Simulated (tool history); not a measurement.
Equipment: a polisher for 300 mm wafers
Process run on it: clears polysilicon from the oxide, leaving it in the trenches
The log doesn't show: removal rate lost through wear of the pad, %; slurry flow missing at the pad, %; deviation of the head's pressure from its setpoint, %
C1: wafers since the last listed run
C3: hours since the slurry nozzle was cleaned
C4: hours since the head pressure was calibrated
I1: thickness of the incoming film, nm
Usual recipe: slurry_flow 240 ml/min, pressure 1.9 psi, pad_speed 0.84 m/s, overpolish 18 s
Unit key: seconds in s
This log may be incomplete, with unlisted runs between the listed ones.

run 1 hour=0 | slurry_flow=240 pressure=1.9 pad_speed=0.84 overpolish=18 | C1=0 wafers_polished_on_this_pad=1357 C3=346.3 C4=84.4 | I1=701.9 | seconds=93.2
run 2 hour=13.8 | slurry_flow=240 pressure=1.9 pad_speed=0.84 overpolish=18 | C1=125 wafers_polished_on_this_pad=1482 C3=360.1 C4=98.2 | I1=719.1 | seconds=93.7
run 3 hour=35.2 | slurry_flow=240 pressure=1.9 pad_speed=0.84 overpolish=18 | C1=194 wafers_polished_on_this_pad=1676 C3=381.5 C4=119.6 | I1=710 | seconds=92.2
run 4 hour=56.3 | slurry_flow=240 pressure=1.7 pad_speed=0.84 overpolish=18 | C1=191 wafers_polished_on_this_pad=1868 C3=402.6 C4=140.7 | I1=711.6 | seconds=105.6
-- hour=77.2 slurry nozzle cleaned
run 5 hour=77.6 | slurry_flow=240 pressure=1.9 pad_speed=0.84 overpolish=26 | C1=184 wafers_polished_on_this_pad=2052 C3=0.4 C4=162 | I1=699.5 | seconds=93.1
run 6 hour=91 | slurry_flow=240 pressure=1.9 pad_speed=0.84 overpolish=26 | C1=121 wafers_polished_on_this_pad=2173 C3=13.8 C4=175.4 | I1=715.2 | seconds=97.3
-- hour=96.4 worn pad replaced by a new one
run 7 hour=125.1 | slurry_flow=240 pressure=1.9 pad_speed=0.84 overpolish=26 | C1=273 wafers_polished_on_this_pad=259 C3=47.9 C4=209.5 | I1=708 | seconds=92.4
run 8 hour=159.6 | slurry_flow=240 pressure=1.9 pad_speed=0.84 overpolish=18 | C1=312 wafers_polished_on_this_pad=572 C3=82.4 C4=244 | I1=710.8 | seconds=95.8
run 9 hour=174.5 | slurry_flow=175 pressure=1.9 pad_speed=0.84 overpolish=18 | C1=135 wafers_polished_on_this_pad=708 C3=97.3 C4=258.9 | I1=697.4 | seconds=99
run 10 hour=208.4 | slurry_flow=175 pressure=1.9 pad_speed=0.84 overpolish=18 | C1=307 wafers_polished_on_this_pad=1015 C3=131.2 C4=292.8 | I1=700 | seconds=103.2
run 11 hour=235.1 | slurry_flow=175 pressure=1.9 pad_speed=0.84 overpolish=18 | C1=242 wafers_polished_on_this_pad=1257 C3=157.9 C4=319.5 | I1=721 | seconds=103
run 12 hour=270.7 | slurry_flow=240 pressure=1.9 pad_speed=0.7 overpolish=18 | C1=322 wafers_polished_on_this_pad=1580 C3=193.5 C4=355.1 | I1=708.1 | seconds=116.9
run 13 hour=290 | slurry_flow=240 pressure=1.9 pad_speed=0.7 overpolish=18 | C1=175 wafers_polished_on_this_pad=1755 C3=212.8 C4=374.4 | I1=710.5 | seconds=119.3
-- hour=316.3 worn pad replaced by a new one
run 14 hour=316.8 | slurry_flow=240 pressure=1.9 pad_speed=0.84 overpolish=18 | C1=206 wafers_polished_on_this_pad=4 C3=239.6 C4=401.2 | I1=709 | seconds=98.8
run 15 hour=329.1 | slurry_flow=240 pressure=1.9 pad_speed=0.84 overpolish=18 | C1=111 wafers_polished_on_this_pad=116 C3=251.9 C4=413.5 | I1=701.5 | seconds=97.8
run 16 hour=358.2 | slurry_flow=320 pressure=1.9 pad_speed=0.84 overpolish=18 | C1=263 wafers_polished_on_this_pad=380 C3=281 C4=442.6 | I1=715.3 | seconds=98.5
run 17 hour=379.9 | slurry_flow=180 pressure=1.9 pad_speed=0.84 overpolish=18 | C1=196 wafers_polished_on_this_pad=577 C3=302.7 C4=464.3 | I1=702.9 | seconds=102.1
run 18 hour=403.5 | slurry_flow=285 pressure=1.7 pad_speed=0.94 overpolish=13 | C1=214 wafers_polished_on_this_pad=791 C3=326.3 C4=487.9 | I1=700.3 | seconds=97.8
-- hour=409.7 head pressure recalibrated
run 19 hour=430.5 | slurry_flow=240 pressure=1.9 pad_speed=0.84 overpolish=18 | C1=226 wafers_polished_on_this_pad=1018 C3=353.3 C4=20.8 | I1=714.4 | seconds=95.1
run 20 hour=457.7 | slurry_flow=320 pressure=1.9 pad_speed=0.84 overpolish=18 | C1=246 wafers_polished_on_this_pad=1264 C3=380.5 C4=48 | I1=709 | seconds=86.4
run 21 hour=489 | slurry_flow=320 pressure=2.4 pad_speed=0.84 overpolish=18 | C1=283 wafers_polished_on_this_pad=1548 C3=411.8 C4=79.3 | I1=715.6 | seconds=68.7
run 22 hour=503.3 | slurry_flow=240 pressure=2.6 pad_speed=0.84 overpolish=18 | C1=129 wafers_polished_on_this_pad=1678 C3=426.1 C4=93.6 | I1=695.3 | seconds=64.8
run 23 hour=518.5 | slurry_flow=195 pressure=1.9 pad_speed=0.84 overpolish=18 | C1=137 wafers_polished_on_this_pad=1816 C3=441.3 C4=108.8 | I1=713.4 | seconds=92.4
run 24 hour=537 | slurry_flow=240 pressure=1.5 pad_speed=1.08 overpolish=18 | C1=167 wafers_polished_on_this_pad=1984 C3=459.8 C4=127.3 | I1=719.4 | seconds=89.9
run 25 hour=567.9 | slurry_flow=240 pressure=1.9 pad_speed=0.84 overpolish=18 | C1=280 wafers_polished_on_this_pad=2264 C3=490.7 C4=158.2 | I1=712.1 | seconds=93.2
-- hour=572.6 worn pad replaced by a new one
run 26 hour=587 | slurry_flow=305 pressure=1.4 pad_speed=0.7 overpolish=18 | C1=136 wafers_polished_on_this_pad=131 C3=509.8 C4=177.3 | I1=709.6 | seconds=151.1
-- hour=599.2 slurry nozzle cleaned
run 27 hour=622 | slurry_flow=240 pressure=1.9 pad_speed=1.02 overpolish=18 | C1=308 wafers_polished_on_this_pad=439 C3=22.8 C4=212.3 | I1=701.6 | seconds=77
run 28 hour=653.5 | slurry_flow=240 pressure=1.9 pad_speed=0.74 overpolish=14 | C1=285 wafers_polished_on_this_pad=725 C3=54.3 C4=243.8 | I1=711.9 | seconds=109.3
run 29 hour=675.8 | slurry_flow=185 pressure=1.9 pad_speed=0.84 overpolish=12 | C1=202 wafers_polished_on_this_pad=927 C3=76.6 C4=266.1 | I1=704.8 | seconds=100.1
run 30 hour=695.8 | slurry_flow=240 pressure=2.5 pad_speed=0.64 overpolish=15 | C1=181 wafers_polished_on_this_pad=1108 C3=96.6 C4=286.1 | I1=709.5 | seconds=95.1
run 31 hour=727.2 | slurry_flow=240 pressure=1.9 pad_speed=1.02 overpolish=18 | C1=284 wafers_polished_on_this_pad=1393 C3=128 C4=317.5 | I1=700.6 | seconds=77.9
run 32 hour=756.8 | slurry_flow=175 pressure=1.9 pad_speed=0.84 overpolish=18 | C1=268 wafers_polished_on_this_pad=1662 C3=157.6 C4=347.1 | I1=701.5 | seconds=95.6
run 33 hour=791.6 | slurry_flow=240 pressure=1.9 pad_speed=0.98 overpolish=29 | C1=315 wafers_polished_on_this_pad=1977 C3=192.4 C4=381.9 | I1=710.2 | seconds=85.3
run 34 hour=805 | slurry_flow=240 pressure=1.9 pad_speed=0.84 overpolish=18 | C1=121 wafers_polished_on_this_pad=2099 C3=205.8 C4=395.3 | I1=701.4 | seconds=97.6
-- hour=830.7 worn pad replaced by a new one
run 35 hour=840.7 | slurry_flow=240 pressure=1.9 pad_speed=0.84 overpolish=18 | C1=287 wafers_polished_on_this_pad=90 C3=241.5 C4=431 | I1=713.4 | seconds=101
run 36 hour=874.8 | slurry_flow=310 pressure=2.1 pad_speed=1.14 overpolish=15 | C1=309 wafers_polished_on_this_pad=400 C3=275.6 C4=465.1 | I1=706.4 | seconds=64.4

A few steps of seconds between consecutive runs. Split each: what settings, incoming material and random variation would produce without the hidden state, and what is left over for the hidden state, along with gauge scatter present in only one of the two compared results (measured, and without hidden state):
Run 11 -> 12: slurry_flow 175 -> 240, pad_speed 0.84 -> 0.7. seconds +13.9 s: hidden state +1.9, all else +12.
Run 18 -> 19: slurry_flow 285 -> 240, pressure 1.7 -> 1.9, pad_speed 0.94 -> 0.84, overpolish 13 -> 18, head pressure recalibrated. seconds -2.7 s: hidden state -10.7, all else +8.
Run 25 -> 26: slurry_flow 240 -> 305, pressure 1.9 -> 1.4, pad_speed 0.84 -> 0.7, worn pad replaced by a new one. seconds +57.9 s: hidden state +1.9, all else +56.
Run 26 -> 27: slurry_flow 305 -> 240, pressure 1.4 -> 1.9, pad_speed 0.7 -> 1.02, slurry nozzle cleaned. seconds -74.1 s: hidden state -1.5, all else -72.6.
Run 35 -> 36: slurry_flow 240 -> 310, pressure 1.9 -> 2.1, pad_speed 0.84 -> 1.14, overpolish 18 -> 15. seconds -36.6 s: hidden state -2.5, all else -34.1.
